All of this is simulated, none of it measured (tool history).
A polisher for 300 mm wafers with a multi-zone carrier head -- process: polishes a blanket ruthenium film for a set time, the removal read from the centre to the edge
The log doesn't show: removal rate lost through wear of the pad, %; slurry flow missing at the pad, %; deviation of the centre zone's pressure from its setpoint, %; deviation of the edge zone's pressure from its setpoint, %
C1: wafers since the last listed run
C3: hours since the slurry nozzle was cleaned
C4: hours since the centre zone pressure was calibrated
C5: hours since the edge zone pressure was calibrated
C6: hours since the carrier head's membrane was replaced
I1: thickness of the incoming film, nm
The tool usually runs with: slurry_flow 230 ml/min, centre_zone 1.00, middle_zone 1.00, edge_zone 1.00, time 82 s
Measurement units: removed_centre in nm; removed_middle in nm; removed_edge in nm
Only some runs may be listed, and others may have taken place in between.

{"run": 1, "day": 0.0, "slurry_flow": 250, "centre_zone": 0.9, "middle_zone": 1.0, "edge_zone": 1.0, "time": 82, "C1": 0, "wafers polished on this pad": 549, "C3": 87.7, "C4": 61.5, "C5": 857.0, "C6": 856.4, "I1": 332.6, "removed_centre": 80.9, "removed_middle": 90.5, "removed_edge": 89.6}
{"day": 4.421, "done": "carrier head's membrane replaced by a new one"}
{"run": 2, "day": 4.442, "slurry_flow": 250, "centre_zone": 0.9, "middle_zone": 1.0, "edge_zone": 1.0, "time": 82, "C1": 985, "wafers polished on this pad": 1534, "C3": 194.3, "C4": 168.1, "C5": 963.6, "C6": 0.5, "I1": 330.3, "removed_centre": 81.5, "removed_middle": 89.5, "removed_edge": 89.1}
{"run": 3, "day": 7.096, "slurry_flow": 230, "centre_zone": 1.0, "middle_zone": 1.0, "edge_zone": 0.94, "time": 82, "C1": 617, "wafers polished on this pad": 2152, "C3": 258.0, "C4": 231.8, "C5": 1027.3, "C6": 64.2, "I1": 328.7, "removed_centre": 89.5, "removed_middle": 87.5, "removed_edge": 86.1}
{"run": 4, "day": 9.642, "slurry_flow": 230, "centre_zone": 1.0, "middle_zone": 1.0, "edge_zone": 0.94, "time": 82, "C1": 592, "wafers polished on this pad": 2745, "C3": 319.1, "C4": 292.9, "C5": 1088.4, "C6": 125.3, "I1": 333.2, "removed_centre": 89.1, "removed_middle": 88.0, "removed_edge": 85.9}
{"run": 5, "day": 13.279, "slurry_flow": 185, "centre_zone": 1.0, "middle_zone": 1.0, "edge_zone": 1.0, "time": 82, "C1": 846, "wafers polished on this pad": 3591, "C3": 406.4, "C4": 380.2, "C5": 1175.7, "C6": 212.6, "I1": 326.7, "removed_centre": 84.8, "removed_middle": 85.1, "removed_edge": 86.5}
{"run": 6, "day": 15.642, "slurry_flow": 185, "centre_zone": 1.0, "middle_zone": 1.0, "edge_zone": 1.0, "time": 82, "C1": 549, "wafers polished on this pad": 4141, "C3": 463.1, "C4": 436.9, "C5": 1232.4, "C6": 269.3, "I1": 323.4, "removed_centre": 83.7, "removed_middle": 84.5, "removed_edge": 85.4}
{"day": 16.496, "done": "worn pad replaced by a new one"}
{"day": 18.538, "done": "edge zone pressure recalibrated"}
{"day": 19.271, "done": "centre zone pressure recalibrated"}
{"run": 7, "day": 19.954, "slurry_flow": 230, "centre_zone": 1.0, "middle_zone": 1.0, "edge_zone": 1.0, "time": 82, "C1": 926, "wafers polished on this pad": 765, "C3": 566.6, "C4": 16.4, "C5": 34.0, "C6": 372.8, "I1": 324.0, "removed_centre": 85.5, "removed_middle": 86.9, "removed_edge": 87.9}
{"run": 8, "day": 21.55, "slurry_flow": 230, "centre_zone": 1.0, "middle_zone": 1.0, "edge_zone": 1.0, "time": 82, "C1": 371, "wafers polished on this pad": 1137, "C3": 604.9, "C4": 54.7, "C5": 72.3, "C6": 411.1, "I1": 330.2, "removed_centre": 84.7, "removed_middle": 86.0, "removed_edge": 86.8}
{"day": 25.325, "done": "slurry nozzle cleaned"}
{"run": 9, "day": 32.833, "slurry_flow": 230, "centre_zone": 1.0, "middle_zone": 1.0, "edge_zone": 1.0, "time": 82, "C1": 2616, "wafers polished on this pad": 3753, "C3": 180.2, "C4": 325.5, "C5": 343.1, "C6": 681.9, "I1": 330.3, "removed_centre": 79.6, "removed_middle": 80.2, "removed_edge": 82.5}
{"run": 10, "day": 35.8, "slurry_flow": 270, "centre_zone": 1.1, "middle_zone": 1.0, "edge_zone": 1.0, "time": 82, "C1": 690, "wafers polished on this pad": 4444, "C3": 251.4, "C4": 396.7, "C5": 414.3, "C6": 753.1, "I1": 325.8, "removed_centre": 91.3, "removed_middle": 83.5, "removed_edge": 85.3}
{"run": 11, "day": 37.45, "slurry_flow": 195, "centre_zone": 1.08, "middle_zone": 0.91, "edge_zone": 1.09, "time": 82, "C1": 384, "wafers polished on this pad": 4828, "C3": 291.0, "C4": 436.3, "C5": 453.9, "C6": 792.7, "I1": 330.1, "removed_centre": 79.7, "removed_middle": 69.8, "removed_edge": 83.2}
{"day": 38.921, "done": "worn pad replaced by a new one"}
{"day": 39.833, "done": "centre zone pressure recalibrated"}
{"run": 12, "day": 41.025, "slurry_flow": 260, "centre_zone": 1.11, "middle_zone": 1.04, "edge_zone": 1.0, "time": 71, "C1": 773, "wafers polished on this pad": 469, "C3": 376.8, "C4": 28.6, "C5": 539.7, "C6": 878.5, "I1": 336.9, "removed_centre": 77.8, "removed_middle": 71.9, "removed_edge": 72.8}
{"run": 13, "day": 45.3, "slurry_flow": 230, "centre_zone": 1.09, "middle_zone": 1.03, "edge_zone": 1.0, "time": 82, "C1": 995, "wafers polished on this pad": 1464, "C3": 479.4, "C4": 131.2, "C5": 642.3, "C6": 981.1, "I1": 330.8, "removed_centre": 80.6, "removed_middle": 78.1, "removed_edge": 80.2}
{"day": 46.371, "done": "carrier head's membrane replaced by a new one"}
{"day": 47.221, "done": "slurry nozzle cleaned, repeated, since the last time left the tool worse"}
{"day": 56.404, "done": "worn pad replaced by a new one"}
{"run": 14, "day": 57.271, "slurry_flow": 230, "centre_zone": 1.0, "middle_zone": 1.0, "edge_zone": 1.0, "time": 82, "C1": 2689, "wafers polished on this pad": 202, "C3": 241.2, "C4": 418.5, "C5": 929.6, "C6": 261.6, "I1": 330.3, "removed_centre": 88.2, "removed_middle": 87.5, "removed_edge": 88.8}
{"run": 15, "day": 59.588, "slurry_flow": 230, "centre_zone": 1.05, "middle_zone": 1.0, "edge_zone": 1.0, "time": 82, "C1": 539, "wafers polished on this pad": 741, "C3": 296.8, "C4": 474.1, "C5": 985.2, "C6": 317.2, "I1": 323.1, "removed_centre": 91.3, "removed_middle": 88.2, "removed_edge": 88.2}
{"day": 60.283, "done": "centre zone pressure recalibrated"}
{"run": 16, "day": 63.771, "slurry_flow": 170, "centre_zone": 1.0, "middle_zone": 0.94, "edge_zone": 1.0, "time": 82, "C1": 954, "wafers polished on this pad": 1695, "C3": 397.2, "C4": 83.7, "C5": 1085.6, "C6": 417.6, "I1": 327.7, "removed_centre": 81.8, "removed_middle": 79.6, "removed_edge": 85.7}
{"day": 64.004, "done": "edge zone pressure recalibrated"}
{"run": 17, "day": 65.629, "slurry_flow": 230, "centre_zone": 1.0, "middle_zone": 1.0, "edge_zone": 1.0, "time": 82, "C1": 413, "wafers polished on this pad": 2108, "C3": 441.8, "C4": 128.3, "C5": 39.0, "C6": 462.2, "I1": 334.0, "removed_centre": 88.5, "removed_middle": 86.0, "removed_edge": 89.7}
{"run": 18, "day": 70.088, "slurry_flow": 295, "centre_zone": 1.0, "middle_zone": 1.0, "edge_zone": 0.95, "time": 82, "C1": 1037, "wafers polished on this pad": 3146, "C3": 548.8, "C4": 235.3, "C5": 146.0, "C6": 569.2, "I1": 327.8, "removed_centre": 89.1, "removed_middle": 89.1, "removed_edge": 87.5}
{"run": 19, "day": 72.9, "slurry_flow": 230, "centre_zone": 1.0, "middle_zone": 1.0, "edge_zone": 1.0, "time": 82, "C1": 654, "wafers polished on this pad": 3801, "C3": 616.3, "C4": 302.8, "C5": 213.5, "C6": 636.7, "I1": 332.8, "removed_centre": 86.2, "removed_middle": 86.1, "removed_edge": 87.0}
{"day": 73.962, "done": "slurry nozzle cleaned"}
{"day": 75.217, "done": "worn pad replaced by a new one"}
{"run": 20, "day": 77.212, "slurry_flow": 230, "centre_zone": 0.9, "middle_zone": 1.07, "edge_zone": 0.89, "time": 111, "C1": 955, "wafers polished on this pad": 464, "C3": 78.0, "C4": 406.3, "C5": 317.0, "C6": 740.2, "I1": 327.5, "removed_centre": 109.9, "removed_middle": 126.1, "removed_edge": 115.5}
{"day": 78.704, "done": "centre zone pressure recalibrated"}
{"run": 21, "day": 80.821, "slurry_flow": 230, "centre_zone": 1.0, "middle_zone": 1.0, "edge_zone": 1.0, "time": 82, "C1": 820, "wafers polished on this pad": 1284, "C3": 164.6, "C4": 50.8, "C5": 403.6, "C6": 826.8, "I1": 328.1, "removed_centre": 87.8, "removed_middle": 88.4, "removed_edge": 88.5}
{"run": 22, "day": 82.842, "slurry_flow": 180, "centre_zone": 0.89, "middle_zone": 1.0, "edge_zone": 1.11, "time": 110, "C1": 470, "wafers polished on this pad": 1755, "C3": 213.1, "C4": 99.3, "C5": 452.1, "C6": 875.3, "I1": 325.5, "removed_centre": 100.1, "removed_middle": 113.8, "removed_edge": 123.4}
{"run": 23, "day": 85.333, "slurry_flow": 230, "centre_zone": 1.0, "middle_zone": 1.0, "edge_zone": 1.0, "time": 54, "C1": 579, "wafers polished on this pad": 2335, "C3": 272.9, "C4": 159.1, "C5": 511.9, "C6": 935.1, "I1": 333.2, "removed_centre": 57.5, "removed_middle": 58.2, "removed_edge": 57.9}

Run by run, hidden condition taken away, random variation retained:
run=1 removed_centre=81.2 removed_middle=90.7 removed_edge=89.8
run=2 removed_centre=81.9 removed_middle=89.9 removed_edge=89.4
run=3 removed_centre=90.3 removed_middle=88.1 removed_edge=86.5
run=4 removed_centre=90.1 removed_middle=88.9 removed_edge=86.5
run=5 removed_centre=86.6 removed_middle=86.7 removed_edge=87.7
run=6 removed_centre=86.0 removed_middle=86.5 removed_edge=87.0
run=7 removed_centre=88.3 removed_middle=89.5 removed_edge=89.8
run=8 removed_centre=88.0 removed_middle=88.9 removed_edge=89.0
run=9 removed_centre=89.2 removed_middle=88.8 removed_edge=88.8
run=10 removed_centre=101.1 removed_middle=91.5 removed_edge=91.3
run=11 removed_centre=92.9 removed_middle=80.0 removed_edge=91.6
run=12 removed_centre=88.2 removed_middle=80.5 removed_edge=79.0
run=13 removed_centre=95.9 removed_middle=91.1 removed_edge=89.5
run=14 removed_centre=89.1 removed_middle=88.3 removed_edge=89.4
run=15 removed_centre=92.5 removed_middle=89.2 removed_edge=89.0
run=16 removed_centre=84.0 removed_middle=81.5 removed_edge=87.2
run=17 removed_centre=90.5 removed_middle=87.7 removed_edge=91.0
run=18 removed_centre=91.4 removed_middle=91.3 removed_edge=89.1
run=19 removed_centre=90.1 removed_middle=89.5 removed_edge=89.6
run=20 removed_centre=110.1 removed_middle=126.3 removed_edge=115.6
run=21 removed_centre=88.0 removed_middle=88.7 removed_edge=88.7
run=22 removed_centre=100.7 removed_middle=114.4 removed_edge=123.9
run=23 removed_centre=57.9 removed_middle=58.6 removed_edge=58.2
